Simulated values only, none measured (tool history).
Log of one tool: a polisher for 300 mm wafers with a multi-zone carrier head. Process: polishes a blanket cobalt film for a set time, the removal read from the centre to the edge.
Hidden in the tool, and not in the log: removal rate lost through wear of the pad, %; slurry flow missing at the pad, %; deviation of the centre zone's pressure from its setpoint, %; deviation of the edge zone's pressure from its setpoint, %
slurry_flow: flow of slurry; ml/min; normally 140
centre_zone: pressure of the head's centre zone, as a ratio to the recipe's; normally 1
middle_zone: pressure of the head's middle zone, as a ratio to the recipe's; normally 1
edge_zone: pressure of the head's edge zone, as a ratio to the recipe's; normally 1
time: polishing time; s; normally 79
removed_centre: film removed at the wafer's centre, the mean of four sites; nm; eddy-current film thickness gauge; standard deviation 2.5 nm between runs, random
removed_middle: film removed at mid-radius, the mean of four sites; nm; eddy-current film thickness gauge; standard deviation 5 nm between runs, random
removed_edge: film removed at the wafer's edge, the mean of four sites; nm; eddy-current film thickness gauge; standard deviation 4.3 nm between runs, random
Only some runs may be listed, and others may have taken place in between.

run,hour,slurry_flow,centre_zone,middle_zone,edge_zone,time,wafers since the last listed run,wafers polished on this pad,hours since the slurry nozzle was cleaned,hours since the centre zone pressure was calibrated,hours since the edge zone pressure was calibrated,hours since the carrier head's membrane was replaced,"incoming thickness of the incoming film, nm",removed_centre,removed_middle,removed_edge
1,0,140,1,0.94,1,79,0,642,245.6,1088.9,829.1,1051.6,1400.3,359.3,352.9,360.9
2,16,140,1,1,1,79,138,781,261.6,1104.9,845.1,1067.6,1418.8,360.2,371.1,364
3,27.2,140,1,1,1,79,97,878,272.8,1116.1,856.3,1078.8,1416.6,357.7,373.8,352.9
4,35.4,140,1,1,1,79,71,949,281,1124.3,864.5,1087,1420.1,361.5,353.8,362.1
5,43.9,140,1,1,1,79,73,1022,289.5,1132.8,873,1095.5,1396.6,352.2,365.6,368.1
6,59,140,1,1,1,79,130,1153,304.6,1147.9,888.1,1110.6,1404.1,355.7,368.8,361.1
7,72.5,140,1,1,1,79,117,1270,318.1,1161.4,901.6,1124.1,1415.3,352,362.3,363.3
# hour 83.7: carrier head's membrane replaced by a new one
8,85.4,140,1.03,1,1,79,68,1339,331,1174.3,914.5,1.7,1424.1,361.1,365.6,357.8
9,94.4,140,1,1,1,79,78,1417,340,1183.3,923.5,10.7,1417.5,354.6,361.9,358.1
# hour 107: worn pad replaced by a new one
# hour 113.9: centre zone pressure recalibrated
10,114.4,140,1,1,1,79,121,47,360,0.5,943.5,30.7,1418.3,352.3,359.5,353.7
11,120.3,140,1,1,1,79,51,98,365.9,6.4,949.4,36.6,1395.4,346,351.5,354.4
12,134,140,1,1,1,79,118,216,379.6,20.1,963.1,50.3,1433.6,344.1,358.8,356.7
13,147.5,140,1.09,1.08,1.1,86,117,333,393.1,33.6,976.6,63.8,1416.9,407.3,404,394.3
# hour 152.5: slurry nozzle cleaned
14,161.8,140,1,1,1,79,115,449,9.3,47.9,990.9,78.1,1408.6,363.9,374.2,370.9
15,176.6,165,1,1,1,79,128,577,24.1,62.7,1005.7,92.9,1399.4,378,385.6,381.5
16,184.2,180,0.92,1,1.03,101,65,643,31.7,70.3,1013.3,100.5,1410.4,454.3,497.2,493.4
17,200.6,140,1,1,1,79,142,785,48.1,86.7,1029.7,116.9,1407.2,364.2,374.2,371.8
# hour 208: edge zone pressure recalibrated
18,217,140,1,1.11,1.05,79,124,910,64.5,103.1,9,133.3,1416.7,368.7,409.3,378
19,234.6,140,1,0.95,1,79,152,1062,82.1,120.7,26.6,150.9,1395.6,364.1,362,371.1
20,242.6,100,1.08,1,0.93,99,69,1132,90.1,128.7,34.6,158.9,1423.6,447.3,421.4,419.3
21,256.1,180,1,1,1.09,79,117,1249,103.6,142.2,48.1,172.4,1399.2,390.1,388.2,393.2
# hour 262: worn pad replaced by a new one
22,273.6,140,1,1.11,1.05,79,117,100,121.1,159.7,65.6,189.9,1401.4,361.4,404.3,366

Run-by-run hidden state of the tool:
removal rate lost through wear of the pad, %: 0 in every run
deviation of the centre zone's pressure from its setpoint, %: 0 in every run
deviation of the edge zone's pressure from its setpoint, %: 0 in every run
H1: slurry flow missing at the pad, %
run,H1
1,9.31
2,10.4
3,11.3
4,11.9
5,12.6
6,13.9
7,15
8,16.2
9,17.1
10,19
11,19.6
12,21.1
13,22.5
14,1.68
15,1.75
16,1.81
17,1.99
18,2.25
19,2.62
20,2.81
21,3.18
22,3.73
